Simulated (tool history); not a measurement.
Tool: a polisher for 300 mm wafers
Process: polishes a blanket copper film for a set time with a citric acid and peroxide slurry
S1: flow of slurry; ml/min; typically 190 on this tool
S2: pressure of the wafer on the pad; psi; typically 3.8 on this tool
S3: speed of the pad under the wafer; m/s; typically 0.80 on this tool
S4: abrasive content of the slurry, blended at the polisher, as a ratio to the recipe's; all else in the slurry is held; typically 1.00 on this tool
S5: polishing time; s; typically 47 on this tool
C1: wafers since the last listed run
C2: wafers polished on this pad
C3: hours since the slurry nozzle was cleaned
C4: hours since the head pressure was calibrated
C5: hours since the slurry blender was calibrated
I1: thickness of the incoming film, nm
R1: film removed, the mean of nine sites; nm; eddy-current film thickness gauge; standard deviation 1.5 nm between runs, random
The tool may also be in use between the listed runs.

run,day,S1,S2,S3,S4,S5,C1,C2,C3,C4,C5,I1,R1
1,0.000,190,3.8,0.80,1.00,47,0,1190,2.8,820.5,67.3,862.4,106.1
2,1.692,190,3.8,0.80,1.00,47,456,1647,43.4,861.1,107.9,862.6,104.5
3,3.312,190,3.8,0.80,1.00,47,437,2084,82.3,900.0,146.8,869.2,104.3
4,6.192,190,3.8,0.80,1.00,47,777,2861,151.4,969.1,215.9,876.0,102.0
5,10.558,190,3.8,0.80,1.00,53,1178,4040,256.2,1073.9,320.7,869.6,109.8
6,12.950,190,3.8,0.80,1.00,53,645,4685,313.6,1131.3,378.1,878.8,107.6
7,17.350,190,3.8,0.80,1.00,47,1187,5873,419.2,1236.9,483.7,858.7,87.2
8,20.638,190,3.8,0.80,1.00,47,887,6760,498.1,1315.8,562.6,872.9,83.1
9,22.942,190,3.8,0.80,1.00,47,621,7382,553.4,1371.1,617.9,857.9,77.0
# day 23.112: worn pad replaced by a new one
# day 24.942: slurry blender recalibrated
10,26.204,190,3.8,0.80,1.00,47,813,811,631.7,1449.4,30.3,868.9,93.4
# day 26.829: head pressure recalibrated
11,28.183,190,5.0,0.80,1.20,41,511,1323,679.2,32.5,77.8,881.3,113.5
# day 28.983: slurry nozzle cleaned
12,32.279,190,3.8,0.80,1.00,33,1094,2417,79.1,130.8,176.1,879.4,70.2
13,34.338,190,3.8,0.80,1.00,47,555,2972,128.5,180.2,225.5,876.5,100.8
14,37.279,190,3.8,0.80,0.85,47,793,3766,199.1,250.8,296.1,876.2,92.9
15,41.450,190,3.4,0.80,1.00,42,1125,4892,299.2,350.9,396.2,870.8,72.9
16,44.442,190,3.8,0.80,1.00,47,807,5699,371.0,422.7,468.0,864.9,88.3
# day 47.379: slurry blender recalibrated
17,48.475,190,3.8,0.80,1.00,47,1066,6765,467.8,519.5,26.3,881.4,95.9
# day 49.971: worn pad replaced by a new one
18,52.871,190,3.8,0.80,1.00,47,1141,783,573.3,625.0,131.8,871.7,97.0
# day 53.650: slurry nozzle cleaned
19,56.421,190,3.8,0.54,1.00,47,946,1730,66.5,710.2,217.0,871.3,72.7

Estimate the outcome of run 20 from the log above:
20,61.729,250,3.3,0.80,1.00,47,1432,3162,193.9,837.6,344.4,881.7,?

{"run 20": {"R1": 87.3}}
On a tool with no hidden condition, and with the same random variation, this run would have come out at R1 97.5 nm.
